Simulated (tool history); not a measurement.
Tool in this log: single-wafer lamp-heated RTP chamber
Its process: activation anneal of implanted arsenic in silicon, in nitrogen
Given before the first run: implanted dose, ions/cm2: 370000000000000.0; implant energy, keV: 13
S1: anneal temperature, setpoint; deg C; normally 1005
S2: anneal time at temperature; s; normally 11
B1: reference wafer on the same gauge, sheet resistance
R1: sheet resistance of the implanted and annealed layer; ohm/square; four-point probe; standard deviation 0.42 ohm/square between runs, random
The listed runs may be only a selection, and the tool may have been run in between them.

| run | hour | S1 | S2 | B1 | R1 |
|---|---|---|---|---|---|
| 1 | 0 | 997 | 11 | 289.92 | 283.37 |
| 2 | 17.2 | 997 | 11 | 290.03 | 283.04 |
| 3 | 30.6 | 1005 | 11 | 290.12 | 281.74 |
| 4 | 47.8 | 1012 | 11 | 289.85 | 280.13 |
|  | 58.2 | pyrometer window cleaned and pyrometer calibrated |
| 5 | 58.7 | 1012 | 11 | 290.12 | 281.55 |
| 6 | 70.6 | 1012 | 11 | 289.82 | 281.5 |
| 7 | 85.8 | 1005 | 11 | 290.12 | 282.01 |
| 8 | 97.7 | 1005 | 11 | 289.92 | 282.44 |
| 9 | 115.2 | 1005 | 11 | 290.06 | 281.84 |
| 10 | 129.6 | 992 | 11 | 290.1 | 284.22 |
| 11 | 139.4 | 992 | 11 | 290.01 | 284.39 |
| 12 | 152.2 | 1005 | 11 | 289.88 | 282.87 |
| 13 | 166.2 | 1023 | 11 | 290.06 | 279.95 |
| 14 | 176.3 | 987 | 11 | 289.89 | 284.43 |
| 15 | 191.3 | 1005 | 9 | 290.05 | 283.64 |
|  | 198.7 | gauge calibrated |
| 16 | 199.7 | 1005 | 11 | 290.18 | 282.62 |
| 17 | 216.1 | 1032 | 15 | 289.82 | 275.97 |
| 18 | 223.8 | 980 | 11 | 289.92 | 285.45 |
| 19 | 237.8 | 1005 | 17 | 290.07 | 278.91 |
| 20 | 250.4 | 977 | 8 | 290.29 | 287.1 |
| 21 | 267.8 | 1033 | 7 | 290.01 | 281.73 |
| 22 | 282.4 | 1005 | 11 | 290.1 | 281.71 |
| 23 | 289.5 | 1022 | 5 | 289.93 | 284.9 |
| 24 | 299.4 | 980 | 11 | 289.94 | 285.49 |
| 25 | 314.2 | 977 | 11 | 290.15 | 285.36 |
|  | 324.8 | reflector plate cleaned |
| 26 | 330.7 | 981 | 16 | 290.04 | 282.72 |
| 27 | 343.4 | 1005 | 7 | 290.05 | 285.02 |
| 28 | 355.8 | 1033 | 17 | 289.82 | 273.41 |
| 29 | 369.3 | 1005 | 11 | 289.97 | 281.83 |
| 30 | 379.6 | 997 | 6 | 290.03 | 286.13 |
| 31 | 393.6 | 1005 | 11 | 290.11 | 282.41 |
| 32 | 407.9 | 1012 | 11 | 289.98 | 280.91 |
| 33 | 417.5 | 988 | 14 | 290.04 | 282.23 |
| 34 | 423.8 | 1005 | 11 | 289.99 | 281.13 |
| 35 | 433.4 | 1023 | 7 | 290.05 | 283.45 |
| 36 | 444.3 | 1005 | 11 | 289.96 | 282.39 |
| 37 | 450.4 | 997 | 11 | 290.12 | 282.83 |

Selected run-to-run steps in R1, each split into two signed amounts: the part the tool would show with no hidden state at all (from settings, incoming material and random variation), and the remainder, which goes to the hidden state together with any gauge scatter not common to the measured and the hidden-state-free results:
Hidden state present: true wafer temperature minus pyrometer reading, K; wafer temperature error from the tarnished reflector plate, K; gauge reads high (%).
Run 4 -> 5: pyrometer window cleaned and pyrometer calibrated. R1 +1.42 ohm/square: hidden state +1.5, all else -0.08.
Run 17 -> 18: S1 1032 -> 980, S2 15 -> 11. R1 +9.48 ohm/square: hidden state +0.13, all else +9.35.
Run 27 -> 28: S1 1005 -> 1033, S2 7 -> 17. R1 -11.61 ohm/square: hidden state -0.58, all else -11.03.
Run 28 -> 29: S1 1033 -> 1005, S2 17 -> 11. R1 +8.42 ohm/square: hidden state +0.43, all else +7.99.

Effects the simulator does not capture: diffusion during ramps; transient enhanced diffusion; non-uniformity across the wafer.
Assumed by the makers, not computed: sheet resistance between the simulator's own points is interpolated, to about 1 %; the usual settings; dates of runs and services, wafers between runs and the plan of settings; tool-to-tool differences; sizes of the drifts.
